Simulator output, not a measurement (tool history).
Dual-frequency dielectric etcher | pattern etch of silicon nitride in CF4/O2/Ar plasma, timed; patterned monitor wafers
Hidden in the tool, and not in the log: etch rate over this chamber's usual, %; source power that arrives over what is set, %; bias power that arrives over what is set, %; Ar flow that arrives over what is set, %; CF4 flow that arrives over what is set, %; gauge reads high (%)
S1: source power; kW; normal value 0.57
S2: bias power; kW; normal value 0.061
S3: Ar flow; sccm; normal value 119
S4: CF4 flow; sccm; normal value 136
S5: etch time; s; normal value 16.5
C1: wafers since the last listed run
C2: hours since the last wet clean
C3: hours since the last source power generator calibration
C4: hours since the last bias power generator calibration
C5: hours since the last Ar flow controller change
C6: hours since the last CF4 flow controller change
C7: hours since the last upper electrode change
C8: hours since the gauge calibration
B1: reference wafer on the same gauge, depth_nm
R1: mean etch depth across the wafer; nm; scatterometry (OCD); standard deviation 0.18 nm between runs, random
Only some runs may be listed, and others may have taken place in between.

run	hour	S1	S2	S3	S4	S5	C1	C2	C3	C4	C5	C6	C7	C8	B1	R1
1	0	0.67	0.061	119	163	15	0	402.4	4530.5	123.6	286.7	5013.6	2266.1	1498.8	32.41	42.21
# hour 10: gauge calibrated
2	46.7	0.65	0.061	119	106	12.5	493	449.1	4577.2	170.3	333.4	5060.3	2312.8	36.7	32.4	32.39
# hour 59.3: source power generator calibrated
# hour 88.8: wet clean of the chamber
3	89.3	0.57	0.061	119	136	20.5	154	0.5	30	212.9	376	5102.9	2355.4	79.3	32.4	47.25
# hour 128.3: upper electrode replaced
4	130.2	0.57	0.061	119	119	16.5	178	41.4	70.9	253.8	416.9	5143.8	1.9	120.2	32.36	37.1
# hour 144.2: CF4 flow controller replaced
5	165.3	0.57	0.061	119	136	16.5	307	76.5	106	288.9	452	21.1	37	155.3	32.4	37.9
6	230.9	0.44	0.051	119	136	16.5	692	142.1	171.6	354.5	517.6	86.7	102.6	220.9	32.39	29.76
7	255.2	0.57	0.061	105	121	16.5	256	166.4	195.9	378.8	541.9	111	126.9	245.2	32.39	38.05
8	283.9	0.57	0.05	119	136	13.5	303	195.1	224.6	407.5	570.6	139.7	155.6	273.9	32.4	30
9	340.7	0.57	0.061	119	136	16.5	599	251.9	281.4	464.3	627.4	196.5	212.4	330.7	32.37	38.49
10	381.9	0.57	0.061	94	136	16.5	435	293.1	322.6	505.5	668.6	237.7	253.6	371.9	32.39	40.01
11	434.8	0.53	0.061	119	136	16.5	558	346	375.5	558.4	721.5	290.6	306.5	424.8	32.38	36.96
12	502.3	0.57	0.061	105	113	12	712	413.5	443	625.9	789	358.1	374	492.3	32.4	28.15
13	557	0.57	0.061	119	136	16.5	577	468.2	497.7	680.6	843.7	412.8	428.7	547	32.41	39.73
# hour 604.8: wet clean of the chamber
14	614.2	0.57	0.061	119	136	16.5	350	9.4	554.9	737.8	900.9	470	485.9	604.2	32.42	38.1
15	651.7	0.57	0.061	110	136	16.5	396	46.9	592.4	775.3	938.4	507.5	523.4	641.7	32.4	38.68
16	805.6	0.57	0.061	107	136	16.5	1625	200.8	746.3	929.2	1092.3	661.4	677.3	795.6	32.4	39.98
17	864.6	0.57	0.061	119	136	16.5	623	259.8	805.3	988.2	1151.3	720.4	736.3	854.6	32.39	39.47
18	893.8	0.45	0.061	133	122	16.5	308	289	834.5	1017.4	1180.5	749.6	765.5	883.8	32.4	31.48
19	953	0.5	0.074	119	107	16.5	625	348.2	893.7	1076.6	1239.7	808.8	824.7	943	32.43	36.46
20	1007.7	0.65	0.061	119	136	16.5	577	402.9	948.4	1131.3	1294.4	863.5	879.4	997.7	32.42	44.39
21	1066.5	0.57	0.076	92	136	19.5	621	461.7	1007.2	1190.1	1353.2	922.3	938.2	1056.5	32.39	51.69
# hour 1115.5: wet clean of the chamber
22	1116	0.65	0.053	146	136	16.5	269	0.5	1056.7	1239.6	1402.7	971.8	987.7	1106	32.36	39.42

Each row is a separate what-if for the run after 22, all from the same tool condition, not one after another. Results?
A	1116.4	0.57	0.061	119	136	16.5	4	0.9	1057.1	1240	1403.1	972.2	988.1	1106.4	?	?
B	1116.4	0.57	0.047	119	136	16.5	4	0.9	1057.1	1240	1403.1	972.2	988.1	1106.4	?	?
C	1116.4	0.68	0.074	140	156	16.5	4	0.9	1057.1	1240	1403.1	972.2	988.1	1106.4	?	?

run	B1	R1
A	32.41	37.59
B	32.41	35.22
C	32.41	45.74
Stripped of hidden state, with their random variation kept, the same runs would have yielded:
run	R1
A	37.87
B	35.47
C	46.08

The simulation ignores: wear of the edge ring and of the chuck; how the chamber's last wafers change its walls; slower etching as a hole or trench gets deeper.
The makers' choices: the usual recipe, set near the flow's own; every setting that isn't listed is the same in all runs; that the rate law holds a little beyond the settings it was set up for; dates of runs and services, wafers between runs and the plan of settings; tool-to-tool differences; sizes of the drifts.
